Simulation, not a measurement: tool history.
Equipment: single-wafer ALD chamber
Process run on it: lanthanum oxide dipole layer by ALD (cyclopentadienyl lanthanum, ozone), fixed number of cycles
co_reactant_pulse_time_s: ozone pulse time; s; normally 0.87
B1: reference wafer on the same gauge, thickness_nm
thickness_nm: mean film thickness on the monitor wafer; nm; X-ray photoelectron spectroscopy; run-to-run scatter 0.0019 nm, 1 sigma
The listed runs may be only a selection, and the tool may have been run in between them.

{"run": 1, "hour": 0.0, "co_reactant_pulse_time_s": 0.87, "B1": 0.411, "thickness_nm": 0.444}
{"run": 2, "hour": 42.7, "co_reactant_pulse_time_s": 0.87, "B1": 0.411, "thickness_nm": 0.448}
{"run": 3, "hour": 92.5, "co_reactant_pulse_time_s": 0.87, "B1": 0.411, "thickness_nm": 0.444}
{"run": 4, "hour": 161.9, "co_reactant_pulse_time_s": 0.96, "B1": 0.41, "thickness_nm": 0.461}
{"run": 5, "hour": 186.1, "co_reactant_pulse_time_s": 0.96, "B1": 0.411, "thickness_nm": 0.464}
{"run": 6, "hour": 222.2, "co_reactant_pulse_time_s": 0.96, "B1": 0.411, "thickness_nm": 0.459}
{"run": 7, "hour": 271.2, "co_reactant_pulse_time_s": 0.74, "B1": 0.411, "thickness_nm": 0.409}
{"hour": 297.7, "done": "gauge calibrated"}
{"run": 8, "hour": 330.2, "co_reactant_pulse_time_s": 0.75, "B1": 0.411, "thickness_nm": 0.412}
{"run": 9, "hour": 400.1, "co_reactant_pulse_time_s": 0.75, "B1": 0.41, "thickness_nm": 0.411}
{"run": 10, "hour": 454.2, "co_reactant_pulse_time_s": 1.0, "B1": 0.411, "thickness_nm": 0.464}
{"run": 11, "hour": 524.4, "co_reactant_pulse_time_s": 0.87, "B1": 0.411, "thickness_nm": 0.441}
{"run": 12, "hour": 572.5, "co_reactant_pulse_time_s": 1.17, "B1": 0.411, "thickness_nm": 0.486}
{"run": 13, "hour": 607.2, "co_reactant_pulse_time_s": 0.69, "B1": 0.411, "thickness_nm": 0.386}
{"run": 14, "hour": 645.3, "co_reactant_pulse_time_s": 0.56, "B1": 0.411, "thickness_nm": 0.342}
{"run": 15, "hour": 696.9, "co_reactant_pulse_time_s": 0.87, "B1": 0.411, "thickness_nm": 0.436}
{"run": 16, "hour": 761.8, "co_reactant_pulse_time_s": 0.87, "B1": 0.411, "thickness_nm": 0.436}
{"run": 17, "hour": 807.7, "co_reactant_pulse_time_s": 1.2, "B1": 0.411, "thickness_nm": 0.491}
{"hour": 837.7, "done": "showerhead replaced"}
{"run": 18, "hour": 877.5, "co_reactant_pulse_time_s": 1.13, "B1": 0.411, "thickness_nm": 0.479}
{"hour": 902.4, "done": "ozone generator serviced"}
{"run": 19, "hour": 903.6, "co_reactant_pulse_time_s": 0.87, "B1": 0.411, "thickness_nm": 0.446}
{"run": 20, "hour": 969.0, "co_reactant_pulse_time_s": 1.05, "B1": 0.411, "thickness_nm": 0.475}
{"run": 21, "hour": 1016.9, "co_reactant_pulse_time_s": 0.56, "B1": 0.411, "thickness_nm": 0.351}
{"run": 22, "hour": 1070.5, "co_reactant_pulse_time_s": 0.87, "B1": 0.41, "thickness_nm": 0.446}
{"run": 23, "hour": 1106.6, "co_reactant_pulse_time_s": 0.87, "B1": 0.411, "thickness_nm": 0.446}
{"run": 24, "hour": 1147.7, "co_reactant_pulse_time_s": 1.19, "B1": 0.41, "thickness_nm": 0.496}
{"run": 25, "hour": 1236.4, "co_reactant_pulse_time_s": 1.12, "B1": 0.411, "thickness_nm": 0.485}
{"run": 26, "hour": 1276.4, "co_reactant_pulse_time_s": 0.73, "B1": 0.411, "thickness_nm": 0.411}
{"hour": 1287.6, "done": "thermocouple changed; heater temperature recalibrated"}
{"run": 27, "hour": 1345.9, "co_reactant_pulse_time_s": 0.58, "B1": 0.411, "thickness_nm": 0.358}
{"run": 28, "hour": 1458.5, "co_reactant_pulse_time_s": 1.03, "B1": 0.411, "thickness_nm": 0.475}
{"run": 29, "hour": 1503.4, "co_reactant_pulse_time_s": 0.87, "B1": 0.411, "thickness_nm": 0.449}
{"run": 30, "hour": 1698.5, "co_reactant_pulse_time_s": 0.64, "B1": 0.411, "thickness_nm": 0.381}
{"run": 31, "hour": 1742.7, "co_reactant_pulse_time_s": 0.54, "B1": 0.411, "thickness_nm": 0.342}
{"run": 32, "hour": 1767.7, "co_reactant_pulse_time_s": 0.87, "B1": 0.411, "thickness_nm": 0.446}
{"run": 33, "hour": 1805.2, "co_reactant_pulse_time_s": 0.87, "B1": 0.411, "thickness_nm": 0.448}
{"run": 34, "hour": 1835.7, "co_reactant_pulse_time_s": 0.65, "B1": 0.411, "thickness_nm": 0.382}

Here are 4 independent what-if runs from the current tool condition. What would each one return?
{"run": "A", "hour": 1836.1, "co_reactant_pulse_time_s": 1.15, "B1": "?", "thickness_nm": "?"}
{"run": "B", "hour": 1836.1, "co_reactant_pulse_time_s": 0.62, "B1": "?", "thickness_nm": "?"}
{"run": "C", "hour": 1836.1, "co_reactant_pulse_time_s": 0.55, "B1": "?", "thickness_nm": "?"}
{"run": "D", "hour": 1836.1, "co_reactant_pulse_time_s": 0.97, "B1": "?", "thickness_nm": "?"}

run=A B1=0.411 thickness_nm=0.493
run=B B1=0.411 thickness_nm=0.373
run=C B1=0.411 thickness_nm=0.344
run=D B1=0.411 thickness_nm=0.466
What these runs would have given with no unlogged condition in the tool:
run=A thickness_nm=0.495
run=B thickness_nm=0.377
run=C thickness_nm=0.348
run=D thickness_nm=0.469

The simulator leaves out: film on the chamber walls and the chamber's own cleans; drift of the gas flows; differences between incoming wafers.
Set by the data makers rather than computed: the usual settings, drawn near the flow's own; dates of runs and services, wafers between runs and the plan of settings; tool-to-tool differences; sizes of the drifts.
